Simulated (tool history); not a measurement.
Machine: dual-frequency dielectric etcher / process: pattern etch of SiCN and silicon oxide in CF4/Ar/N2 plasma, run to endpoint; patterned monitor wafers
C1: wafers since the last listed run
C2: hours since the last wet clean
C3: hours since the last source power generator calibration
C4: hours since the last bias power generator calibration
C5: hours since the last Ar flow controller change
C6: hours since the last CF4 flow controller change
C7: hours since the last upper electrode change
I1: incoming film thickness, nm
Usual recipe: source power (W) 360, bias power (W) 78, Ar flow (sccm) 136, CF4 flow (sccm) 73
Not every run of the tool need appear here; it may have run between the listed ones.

Run 1, hour 0: usual settings; C1 0; C2 518; C3 1742.6; C4 2586.1; C5 3363.6; C6 4559; C7 3500.5; I1 17.06. Result: endpoint time (s) 27.8.
Run 2, hour 9: usual settings; C1 112; C2 527; C3 1751.6; C4 2595.1; C5 3372.6; C6 4568; C7 3509.5; I1 17.29. Result: endpoint time (s) 28.3.
Run 3, hour 22.4: usual settings; C1 168; C2 540.4; C3 1765; C4 2608.5; C5 3386; C6 4581.4; C7 3522.9; I1 17.23. Result: endpoint time (s) 28.2.
Run 4, hour 28.9: usual settings; C1 81; C2 546.9; C3 1771.5; C4 2615; C5 3392.5; C6 4587.9; C7 3529.4; I1 17.22. Result: endpoint time (s) 28.2.
Run 5, hour 36.5: usual settings but Ar flow (sccm) 158; C1 95; C2 554.5; C3 1779.1; C4 2622.6; C5 3400.1; C6 4595.5; C7 3537; I1 17.12. Result: endpoint time (s) 28.3.
At hour 64.4: wet clean of the chamber.
Run 6, hour 64.9: usual settings but Ar flow (sccm) 158; C1 55; C2 0.5; C3 1807.5; C4 2651; C5 3428.5; C6 4623.9; C7 3565.4; I1 17.11. Result: endpoint time (s) 26.9.
Run 7, hour 65.2: usual settings but bias power (W) 72; C1 3; C2 0.8; C3 1807.8; C4 2651.3; C5 3428.8; C6 4624.2; C7 3565.7; I1 17.29. Result: endpoint time (s) 27.6.
Run 8, hour 72.1: usual settings but bias power (W) 72; C1 86; C2 7.7; C3 1814.7; C4 2658.2; C5 3435.7; C6 4631.1; C7 3572.6; I1 17.23. Result: endpoint time (s) 27.3.
Run 9, hour 81.8: usual settings but bias power (W) 63, Ar flow (sccm) 122, CF4 flow (sccm) 91; C1 121; C2 17.4; C3 1824.4; C4 2667.9; C5 3445.4; C6 4640.8; C7 3582.3; I1 17.33. Result: endpoint time (s) 27.7.
At hour 91.4: CF4 flow controller replaced.
Run 10, hour 91.9: usual settings but bias power (W) 72; C1 51; C2 27.5; C3 1834.5; C4 2678; C5 3455.5; C6 0.5; C7 3592.4; I1 17.34. Result: endpoint time (s) 27.8.
At hour 102.9: source power generator calibrated.
At hour 122.5: Ar flow controller replaced.
At hour 126.7: upper electrode replaced.
Run 11, hour 127.2: usual settings but bias power (W) 90, Ar flow (sccm) 167; C1 264; C2 62.8; C3 24.3; C4 2713.3; C5 4.7; C6 35.8; C7 0.5; I1 17.18. Result: endpoint time (s) 26.
Run 12, hour 127.6: usual settings but bias power (W) 89; C1 5; C2 63.2; C3 24.7; C4 2713.7; C5 5.1; C6 36.2; C7 0.9; I1 17.11. Result: endpoint time (s) 25.7.
Run 13, hour 127.9: usual settings but source power (W) 410, bias power (W) 94, Ar flow (sccm) 159, CF4 flow (sccm) 68; C1 3; C2 63.5; C3 25; C4 2714; C5 5.4; C6 36.5; C7 1.2; I1 17.36. Result: endpoint time (s) 23.8.
At hour 136: bias power generator calibrated.
Run 14, hour 142.7: usual settings but source power (W) 300, bias power (W) 93; C1 135; C2 78.3; C3 39.8; C4 6.7; C5 20.2; C6 51.3; C7 16; I1 17.21. Result: endpoint time (s) 28.7.
Run 15, hour 155.7: usual settings but bias power (W) 70; C1 163; C2 91.3; C3 52.8; C4 19.7; C5 33.2; C6 64.3; C7 29; I1 16.89. Result: endpoint time (s) 27.5.
Run 16, hour 168.3: usual settings but source power (W) 450, bias power (W) 67, Ar flow (sccm) 167, CF4 flow (sccm) 68; C1 158; C2 103.9; C3 65.4; C4 32.3; C5 45.8; C6 76.9; C7 41.6; I1 17.22. Result: endpoint time (s) 25.2.
Run 17, hour 174.8: usual settings but source power (W) 320, bias power (W) 97, Ar flow (sccm) 151, CF4 flow (sccm) 85; C1 81; C2 110.4; C3 71.9; C4 38.8; C5 52.3; C6 83.4; C7 48.1; I1 17.1. Result: endpoint time (s) 26.6.

5 ways to go on from here, each from the tool as it stands after run 17. What would each give?
Run A, hour 175.2: usual settings but bias power (W) 96; C1 5; C2 110.8; C3 72.3; C4 39.2; C5 52.7; C6 83.8; C7 48.5; I1 17.2. Result: endpoint time (s) ?.
Run B, hour 175.2: usual settings but CF4 flow (sccm) 59; C1 5; C2 110.8; C3 72.3; C4 39.2; C5 52.7; C6 83.8; C7 48.5; I1 17.2. Result: endpoint time (s) ?.
Run C, hour 175.2: usual settings but bias power (W) 65, Ar flow (sccm) 126, CF4 flow (sccm) 68; C1 5; C2 110.8; C3 72.3; C4 39.2; C5 52.7; C6 83.8; C7 48.5; I1 17.2. Result: endpoint time (s) ?.
Run D, hour 175.2: usual settings but CF4 flow (sccm) 79; C1 5; C2 110.8; C3 72.3; C4 39.2; C5 52.7; C6 83.8; C7 48.5; I1 17.2. Result: endpoint time (s) ?.
Run E, hour 175.2: usual settings but source power (W) 300, CF4 flow (sccm) 56; C1 5; C2 110.8; C3 72.3; C4 39.2; C5 52.7; C6 83.8; C7 48.5; I1 17.2. Result: endpoint time (s) ?.

run  endpoint time (s)
  A               25.1
  B                 28
  C               28.8
  D               26.6
  E               31.9
The same runs, with their run-to-run variation unchanged, on a tool lacking any hidden condition would have given:
run  endpoint time (s)
  A               24.9
  B               27.8
  C               28.5
  D               26.4
  E               31.6

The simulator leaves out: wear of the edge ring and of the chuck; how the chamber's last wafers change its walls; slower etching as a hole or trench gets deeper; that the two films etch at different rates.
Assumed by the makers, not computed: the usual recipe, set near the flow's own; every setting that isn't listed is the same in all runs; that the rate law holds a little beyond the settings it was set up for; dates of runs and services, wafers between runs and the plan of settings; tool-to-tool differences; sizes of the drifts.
